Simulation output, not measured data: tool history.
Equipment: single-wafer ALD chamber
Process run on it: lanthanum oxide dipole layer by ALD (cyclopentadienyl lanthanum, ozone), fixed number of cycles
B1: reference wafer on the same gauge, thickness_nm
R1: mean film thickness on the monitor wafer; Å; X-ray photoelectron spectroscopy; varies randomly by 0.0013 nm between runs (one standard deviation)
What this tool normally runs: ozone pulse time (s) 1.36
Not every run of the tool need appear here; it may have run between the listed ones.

run 1 hour=0.0 | ozone_pulse_time_(s)=1.36 | B1=0.496 | R1=5.16
run 2 hour=26.1 | ozone_pulse_time_(s)=1.36 | B1=0.496 | R1=5.17
run 3 hour=59.2 | ozone_pulse_time_(s)=1.36 | B1=0.496 | R1=5.19
run 4 hour=102.7 | ozone_pulse_time_(s)=1.72 | B1=0.496 | R1=5.49
run 5 hour=131.1 | ozone_pulse_time_(s)=1.10 | B1=0.496 | R1=4.60
run 6 hour=189.8 | ozone_pulse_time_(s)=1.10 | B1=0.496 | R1=4.61
run 7 hour=242.1 | ozone_pulse_time_(s)=1.36 | B1=0.496 | R1=5.15
run 8 hour=295.9 | ozone_pulse_time_(s)=1.36 | B1=0.496 | R1=5.15
run 9 hour=321.1 | ozone_pulse_time_(s)=1.57 | B1=0.496 | R1=5.38
run 10 hour=381.8 | ozone_pulse_time_(s)=1.04 | B1=0.496 | R1=4.39
-- hour=421.9 gauge calibrated
run 11 hour=426.5 | ozone_pulse_time_(s)=1.04 | B1=0.496 | R1=4.36
run 12 hour=477.8 | ozone_pulse_time_(s)=1.36 | B1=0.496 | R1=5.11
-- hour=496.7 thermocouple changed; heater temperature recalibrated
-- hour=521.1 ozone generator serviced
run 13 hour=521.6 | ozone_pulse_time_(s)=1.36 | B1=0.496 | R1=5.29
run 14 hour=585.0 | ozone_pulse_time_(s)=1.36 | B1=0.496 | R1=5.31
run 15 hour=643.7 | ozone_pulse_time_(s)=1.36 | B1=0.496 | R1=5.27
run 16 hour=715.2 | ozone_pulse_time_(s)=0.90 | B1=0.496 | R1=4.02
run 17 hour=748.1 | ozone_pulse_time_(s)=1.36 | B1=0.496 | R1=5.28
run 18 hour=799.1 | ozone_pulse_time_(s)=0.95 | B1=0.496 | R1=4.26
run 19 hour=841.6 | ozone_pulse_time_(s)=1.17 | B1=0.496 | R1=4.95
run 20 hour=899.8 | ozone_pulse_time_(s)=1.78 | B1=0.496 | R1=5.57
run 21 hour=962.9 | ozone_pulse_time_(s)=1.36 | B1=0.496 | R1=5.28
run 22 hour=1000.4 | ozone_pulse_time_(s)=0.99 | B1=0.496 | R1=4.39
run 23 hour=1032.9 | ozone_pulse_time_(s)=1.36 | B1=0.496 | R1=5.27
run 24 hour=1104.1 | ozone_pulse_time_(s)=1.59 | B1=0.496 | R1=5.46
run 25 hour=1145.4 | ozone_pulse_time_(s)=1.36 | B1=0.496 | R1=5.22
run 26 hour=1179.1 | ozone_pulse_time_(s)=1.68 | B1=0.496 | R1=5.51
-- hour=1192.4 gauge calibrated
-- hour=1198.8 showerhead replaced
run 27 hour=1246.3 | ozone_pulse_time_(s)=1.36 | B1=0.496 | R1=5.22
run 28 hour=1428.0 | ozone_pulse_time_(s)=1.06 | B1=0.496 | R1=4.56
run 29 hour=1486.7 | ozone_pulse_time_(s)=1.58 | B1=0.496 | R1=5.45
run 30 hour=1540.3 | ozone_pulse_time_(s)=1.90 | B1=0.496 | R1=5.59
run 31 hour=1587.1 | ozone_pulse_time_(s)=1.16 | B1=0.496 | R1=4.82

Table of differences, measured result less the result of that run with no hidden state. Run-to-run variation is the same in both. Gauge scatter possibly is not:
The tool's hidden condition here consists of: wafer temperature above the value expected at the setpoint (K); ozone dose above that of a generator just serviced (%); gauge reads high (%).
run=1 R1=-0.14
run=2 R1=-0.15
run=3 R1=-0.15
run=4 R1=-0.08
run=5 R1=-0.23
run=6 R1=-0.24
run=7 R1=-0.16
run=8 R1=-0.18
run=9 R1=-0.12
run=10 R1=-0.29
run=11 R1=-0.30
run=12 R1=-0.20
run=13 R1=-0.02
run=14 R1=-0.02
run=15 R1=-0.03
run=16 R1=-0.06
run=17 R1=-0.04
run=18 R1=-0.07
run=19 R1=-0.06
run=20 R1=-0.02
run=21 R1=-0.06
run=22 R1=-0.11
run=23 R1=-0.06
run=24 R1=-0.05
run=25 R1=-0.07
run=26 R1=-0.04
run=27 R1=-0.09
run=28 R1=-0.17
run=29 R1=-0.07
run=30 R1=-0.03
run=31 R1=-0.17
